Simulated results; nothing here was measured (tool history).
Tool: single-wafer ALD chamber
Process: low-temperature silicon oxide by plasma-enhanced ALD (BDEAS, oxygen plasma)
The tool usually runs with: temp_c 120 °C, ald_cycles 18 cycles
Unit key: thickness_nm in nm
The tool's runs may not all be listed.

run	hour	temp_c	ald_cycles	wafers since the last listed run	hours since the last thermocouple change	hours since the gauge calibration	read-back reference wafer on the same gauge, thickness_nm	thickness_nm
1	0	120	18	0	824.7	156.8	2.229	2.722
2	13.5	120	18	135	838.2	170.3	2.23	2.725
# hour 20: gauge calibrated
3	24.1	120	18	106	848.8	4.1	2.23	2.718
4	35.5	120	18	114	860.2	15.5	2.23	2.725
5	41.6	120	18	61	866.3	21.6	2.23	2.726
6	56	130	18	144	880.7	36	2.23	2.677
7	71.6	130	18	156	896.3	51.6	2.231	2.67
8	85.6	120	15	140	910.3	65.6	2.229	2.266
# hour 96.5: thermocouple changed; heater temperature recalibrated
9	99.7	120	15	61	3.2	79.7	2.23	2.274

What will run 10 give?
10	110.1	120	18	104	13.6	90.1	?	?

For run 10 the tool returned read-back reference wafer on the same gauge, thickness_nm 2.23, thickness_nm 2.718 nm.
The same run, on a tool lacking any hidden state, would have yielded thickness_nm 2.718 nm.
